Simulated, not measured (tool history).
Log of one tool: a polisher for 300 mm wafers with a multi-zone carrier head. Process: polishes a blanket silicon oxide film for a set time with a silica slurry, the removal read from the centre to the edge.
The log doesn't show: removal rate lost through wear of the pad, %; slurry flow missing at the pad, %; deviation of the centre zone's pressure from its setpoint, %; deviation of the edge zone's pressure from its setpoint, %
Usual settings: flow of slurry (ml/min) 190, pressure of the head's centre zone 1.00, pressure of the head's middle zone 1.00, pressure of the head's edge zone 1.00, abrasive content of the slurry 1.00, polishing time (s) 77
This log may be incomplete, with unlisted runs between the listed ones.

| run | hour | flow of slurry (ml/min) | pressure of the head's centre zone | pressure of the head's middle zone | pressure of the head's edge zone | abrasive content of the slurry | polishing time (s) | wafers since the last listed run | wafers polished on this pad | hours since the slurry nozzle was cleaned | hours since the centre zone pressure was calibrated | hours since the edge zone pressure was calibrated | hours since the carrier head's membrane was replaced | incoming thickness of the incoming film, nm | film removed at the wafer's centre (nm) | film removed at mid-radius (nm) | film removed at the wafer's edge (nm) |
|---|---|---|---|---|---|---|---|---|---|---|---|---|---|---|---|---|---|
| 1 | 0.0 | 190 | 1.00 | 1.00 | 1.00 | 1.00 | 77 | 0 | 2441 | 213.1 | 121.1 | 876.1 | 432.3 | 953.7 | 232.6 | 231.0 | 234.5 |
|  | 43.1 | edge zone pressure recalibrated |
| 2 | 102.7 | 190 | 1.00 | 1.00 | 1.00 | 1.00 | 77 | 1055 | 3497 | 315.8 | 223.8 | 59.6 | 535.0 | 960.3 | 225.9 | 216.2 | 223.0 |
|  | 161.9 | worn pad replaced by a new one |
| 3 | 176.8 | 190 | 1.00 | 1.00 | 1.00 | 1.00 | 77 | 734 | 156 | 389.9 | 297.9 | 133.7 | 609.1 | 968.3 | 249.7 | 243.7 | 248.8 |
|  | 195.2 | slurry nozzle cleaned |
|  | 261.1 | centre zone pressure recalibrated |
| 4 | 263.7 | 190 | 1.00 | 1.00 | 1.00 | 1.00 | 77 | 879 | 1035 | 68.5 | 2.6 | 220.6 | 696.0 | 960.5 | 247.6 | 240.6 | 245.3 |
| 5 | 309.0 | 190 | 1.00 | 1.00 | 1.00 | 1.00 | 77 | 474 | 1510 | 113.8 | 47.9 | 265.9 | 741.3 | 953.7 | 241.5 | 240.7 | 243.8 |
|  | 375.7 | carrier head's membrane replaced by a new one |
|  | 493.9 | worn pad replaced by a new one |
| 6 | 573.8 | 190 | 1.00 | 1.00 | 1.00 | 1.00 | 77 | 2680 | 837 | 378.6 | 312.7 | 530.7 | 198.1 | 967.8 | 244.2 | 239.1 | 244.7 |
|  | 591.4 | centre zone pressure recalibrated |
| 7 | 615.0 | 190 | 1.00 | 1.00 | 1.00 | 1.00 | 77 | 410 | 1248 | 419.8 | 23.6 | 571.9 | 239.3 | 973.7 | 243.8 | 236.4 | 241.6 |
| 8 | 658.0 | 190 | 1.00 | 1.00 | 1.00 | 1.00 | 77 | 450 | 1699 | 462.8 | 66.6 | 614.9 | 282.3 | 965.3 | 233.7 | 233.4 | 240.3 |
|  | 682.1 | slurry nozzle cleaned |
|  | 827.1 | edge zone pressure recalibrated |
|  | 839.5 | worn pad replaced by a new one |
| 9 | 878.3 | 190 | 1.00 | 1.00 | 1.00 | 1.00 | 77 | 2235 | 406 | 196.2 | 286.9 | 51.2 | 502.6 | 973.6 | 244.6 | 241.3 | 243.2 |
|  | 905.6 | centre zone pressure recalibrated |
| 10 | 932.8 | 190 | 1.00 | 1.00 | 1.00 | 1.00 | 77 | 550 | 956 | 250.7 | 27.2 | 105.7 | 557.1 | 957.7 | 241.7 | 237.7 | 244.5 |
| 11 | 1005.0 | 190 | 1.00 | 1.00 | 1.00 | 1.25 | 68 | 756 | 1713 | 322.9 | 99.4 | 177.9 | 629.3 | 947.9 | 231.0 | 223.5 | 227.7 |
| 12 | 1044.7 | 190 | 1.06 | 1.00 | 1.00 | 1.00 | 64 | 416 | 2129 | 362.6 | 139.1 | 217.6 | 669.0 | 954.8 | 208.4 | 192.0 | 198.1 |
| 13 | 1087.2 | 190 | 1.00 | 1.00 | 1.00 | 1.00 | 77 | 445 | 2575 | 405.1 | 181.6 | 260.1 | 711.5 | 961.2 | 238.1 | 228.1 | 232.2 |
|  | 1088.6 | slurry nozzle cleaned |
|  | 1150.3 | carrier head's membrane replaced by a new one |
| 14 | 1186.0 | 190 | 0.96 | 1.00 | 1.00 | 1.00 | 104 | 972 | 3547 | 97.4 | 280.4 | 358.9 | 35.7 | 945.3 | 286.7 | 292.0 | 295.3 |
|  | 1229.5 | worn pad replaced by a new one |
|  | 1273.1 | centre zone pressure recalibrated |
| 15 | 1311.9 | 165 | 1.00 | 0.89 | 0.91 | 1.00 | 77 | 1256 | 842 | 223.3 | 38.8 | 484.8 | 161.6 | 945.4 | 244.2 | 214.2 | 236.0 |
| 16 | 1384.1 | 190 | 1.08 | 0.93 | 1.00 | 1.00 | 77 | 756 | 1598 | 295.5 | 111.0 | 557.0 | 233.8 | 959.4 | 259.5 | 221.1 | 241.2 |
| 17 | 1491.6 | 190 | 1.00 | 1.00 | 1.04 | 1.00 | 77 | 1126 | 2725 | 403.0 | 218.5 | 664.5 | 341.3 | 963.6 | 227.1 | 228.2 | 240.8 |
|  | 1534.7 | slurry nozzle cleaned |
|  | 1561.8 | worn pad replaced by a new one |
| 18 | 1569.0 | 190 | 0.88 | 1.00 | 1.00 | 1.00 | 77 | 758 | 75 | 34.3 | 295.9 | 741.9 | 418.7 | 947.9 | 222.3 | 244.8 | 252.1 |
|  | 1597.5 | edge zone pressure recalibrated |
|  | 1609.5 | centre zone pressure recalibrated |
| 19 | 1636.6 | 190 | 1.00 | 1.00 | 1.00 | 1.00 | 77 | 666 | 741 | 101.9 | 27.1 | 39.1 | 486.3 | 964.8 | 248.9 | 240.2 | 248.3 |
| 20 | 1744.1 | 190 | 1.00 | 1.00 | 1.00 | 1.00 | 77 | 1126 | 1868 | 209.4 | 134.6 | 146.6 | 593.8 | 947.1 | 242.9 | 236.4 | 239.9 |

Consider 3 possible next runs. They are alternatives, not a sequence: every one starts from the tool as it was left by run 20. What does each give?
| A | 1744.5 | 240 | 1.00 | 1.00 | 1.00 | 1.00 | 77 | 4 | 1872 | 209.8 | 135.0 | 147.0 | 594.2 | 974.2 | ? | ? | ? |
| B | 1744.5 | 190 | 0.94 | 1.00 | 1.00 | 1.00 | 100 | 4 | 1872 | 209.8 | 135.0 | 147.0 | 594.2 | 974.2 | ? | ? | ? |
| C | 1744.5 | 150 | 0.89 | 1.00 | 1.00 | 1.00 | 77 | 4 | 1872 | 209.8 | 135.0 | 147.0 | 594.2 | 974.2 | ? | ? | ? |

| run | film removed at the wafer's centre (nm) | film removed at mid-radius (nm) | film removed at the wafer's edge (nm) |
|---|---|---|---|
| A | 242.8 | 242.2 | 245.5 |
| B | 293.4 | 308.2 | 313.9 |
| C | 211.2 | 232.2 | 237.9 |
Without the tool's hidden state the same runs would have given:
| run | film removed at the wafer's centre (nm) | film removed at mid-radius (nm) | film removed at the wafer's edge (nm) |
|---|---|---|---|
| A | 250.7 | 250.0 | 253.4 |
| B | 302.9 | 318.1 | 324.1 |
| C | 218.1 | 239.7 | 245.6 |

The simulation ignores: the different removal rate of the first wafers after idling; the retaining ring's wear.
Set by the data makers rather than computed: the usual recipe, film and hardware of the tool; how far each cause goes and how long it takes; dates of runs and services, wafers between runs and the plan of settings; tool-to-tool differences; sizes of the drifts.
